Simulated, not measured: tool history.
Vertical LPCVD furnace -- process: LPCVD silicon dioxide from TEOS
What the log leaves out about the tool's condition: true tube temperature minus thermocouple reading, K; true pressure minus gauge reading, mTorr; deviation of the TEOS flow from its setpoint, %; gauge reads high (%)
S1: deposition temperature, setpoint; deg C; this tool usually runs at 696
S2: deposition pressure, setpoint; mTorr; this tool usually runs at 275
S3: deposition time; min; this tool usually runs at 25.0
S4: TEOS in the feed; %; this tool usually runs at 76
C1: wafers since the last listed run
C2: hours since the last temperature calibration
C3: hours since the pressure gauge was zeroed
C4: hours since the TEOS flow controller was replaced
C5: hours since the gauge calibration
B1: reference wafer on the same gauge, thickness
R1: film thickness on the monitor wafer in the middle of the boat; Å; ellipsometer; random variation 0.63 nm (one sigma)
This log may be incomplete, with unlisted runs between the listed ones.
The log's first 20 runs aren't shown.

Run 21, day 21.546: usual settings but S1 688 deg C, S2 310 mTorr, S3 29.0 min, S4 66 %; C1 343; C2 106.5; C3 235.7; C4 229.5; C5 1013.8; B1 145.89. Result: R1 1752.6 Å.
At day 23.350: thermocouples replaced and temperature profile calibrated, repeated, since the last time left the tool worse.
Run 22, day 23.371: usual settings but S1 691 deg C, S2 240 mTorr; C1 228; C2 0.5; C3 279.5; C4 273.3; C5 1057.6; B1 145.90. Result: R1 1356.8 Å.
Run 23, day 23.746: usual settings but S1 701 deg C, S3 32.5 min, S4 84 %; C1 104; C2 9.5; C3 288.5; C4 282.3; C5 1066.6; B1 145.88. Result: R1 2533.2 Å.
Run 24, day 24.346: usual settings but S1 688 deg C; C1 166; C2 23.9; C3 302.9; C4 296.7; C5 1081.0; B1 146.06. Result: R1 1363.5 Å.
At day 24.571: gauge calibrated.
Run 25, day 25.750: usual settings but S1 689 deg C, S2 235 mTorr, S3 16.5 min, S4 90 %; C1 389; C2 57.6; C3 336.6; C4 330.4; C5 28.3; B1 146.06. Result: R1 924.9 Å.
Run 26, day 26.438: usual settings; C1 190; C2 74.1; C3 353.1; C4 346.9; C5 44.8; B1 146.03. Result: R1 1651.4 Å.
Run 27, day 27.004: usual settings but S1 687 deg C; C1 157; C2 87.7; C3 366.7; C4 360.5; C5 58.4; B1 146.02. Result: R1 1323.3 Å.
Run 28, day 28.362: usual settings but S2 240 mTorr, S3 19.0 min; C1 376; C2 120.3; C3 399.3; C4 393.1; C5 91.0; B1 146.03. Result: R1 1163.6 Å.
Run 29, day 29.812: usual settings but S2 340 mTorr, S3 32.5 min; C1 402; C2 155.1; C3 434.1; C4 427.9; C5 125.8; B1 145.96. Result: R1 2377.0 Å.
Run 30, day 30.996: usual settings but S3 17.0 min, S4 69 %; C1 328; C2 183.5; C3 462.5; C4 456.3; C5 154.2; B1 146.08. Result: R1 1066.3 Å.
Run 31, day 32.458: usual settings; C1 405; C2 218.6; C3 497.6; C4 491.4; C5 189.3; B1 146.19. Result: R1 1641.1 Å.
Run 32, day 33.238: usual settings but S2 225 mTorr; C1 216; C2 237.3; C3 516.3; C4 510.1; C5 208.0; B1 145.89. Result: R1 1484.1 Å.

Each row is a separate what-if for the run after 32, all from the same tool condition, not one after another. Results?
Run A, day 33.417: usual settings; C1 49; C2 241.6; C3 520.6; C4 514.4; C5 212.3; B1 ?. Result: R1 ?.
Run B, day 33.417: usual settings but S1 701 deg C, S2 225 mTorr, S4 87 %; C1 49; C2 241.6; C3 520.6; C4 514.4; C5 212.3; B1 ?. Result: R1 ?.
Run C, day 33.417: usual settings but S2 310 mTorr; C1 49; C2 241.6; C3 520.6; C4 514.4; C5 212.3; B1 ?. Result: R1 ?.

run      B1      R1
  A  145.96  1645.7
  B  145.96  1789.7
  C  145.96  1747.3
With no hidden state in the tool, these same runs would have given:
run      R1
  A  1640.7
  B  1784.3
  C  1742.0
